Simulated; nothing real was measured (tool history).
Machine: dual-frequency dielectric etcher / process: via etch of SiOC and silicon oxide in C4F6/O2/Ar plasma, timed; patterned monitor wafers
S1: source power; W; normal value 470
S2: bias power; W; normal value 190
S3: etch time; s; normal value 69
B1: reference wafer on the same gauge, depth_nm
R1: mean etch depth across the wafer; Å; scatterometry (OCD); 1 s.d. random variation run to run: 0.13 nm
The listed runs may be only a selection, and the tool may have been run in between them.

run    hour   S1   S2    S3  B1    R1
  1       0  470  190    69  86   890
         88  -- wet clean of the chamber
  2   104.7  470  190    69  86   882
  3     156  470  190    69  86   883
  4   214.5  470  190    69  86   883
  5   264.1  470  190    69  86   884
  6     338  470  190    69  86   887
  7     393  470  190    69  86   887
  8   452.5  470  190    69  86   887
      513.7  -- wet clean of the chamber
  9     527  470  190    69  86   881
 10   566.7  470  190    61  86   778
 11   607.7  470  190    61  86   781
 12   703.9  470  190    61  86   780
 13   804.7  470  172    69  86   864
 14   857.1  550  227    55  86   774
      902.6  -- wet clean of the chamber
 15   903.1  540  190    79  86  1046
      943.1  -- source power generator calibrated
      962.3  -- bias power generator calibrated
 16   962.8  410  164    69  86   829
 17  1055.9  430  190    89  86  1129
 18  1117.9  470  190    69  86   896
 19    1190  510  177    69  86   902
     1309.2  -- upper electrode replaced
 20  1309.7  470  232    56  86   771
     1366.4  -- wet clean of the chamber
 21  1402.7  470  190    69  86   893
 22  1453.7  580  212    87  86  1233
     1489.5  -- gauge calibrated
 23  1544.4  370  190    83  86  1015
 24    1586  580  146  83.5  86  1077
 25  1653.3  440  171    75  86   932
 26  1712.2  470  190    69  86   898
     1768.3  -- wet clean of the chamber
 27  1768.8  470  190    69  86   893
 28  1846.2  550  178    85  86  1129
 29  1943.6  470  233    55  86   754

What if the next run were any one of these 4? Each begins from the tool's condition after run 29:
  A  1944  470  190    69   ?   ?
  B  1944  540  190  50.5   ?   ?
  C  1944  470  190  62.5   ?   ?
  D  1944  470  155  87.5   ?   ?

run  B1    R1
  A  86   893
  B  86   680
  C  86   809
  D  86  1076
Take away the tool's hidden state, keep each run's random variation, and the runs would have read:
run    R1
  A   894
  B   680
  C   810
  D  1076

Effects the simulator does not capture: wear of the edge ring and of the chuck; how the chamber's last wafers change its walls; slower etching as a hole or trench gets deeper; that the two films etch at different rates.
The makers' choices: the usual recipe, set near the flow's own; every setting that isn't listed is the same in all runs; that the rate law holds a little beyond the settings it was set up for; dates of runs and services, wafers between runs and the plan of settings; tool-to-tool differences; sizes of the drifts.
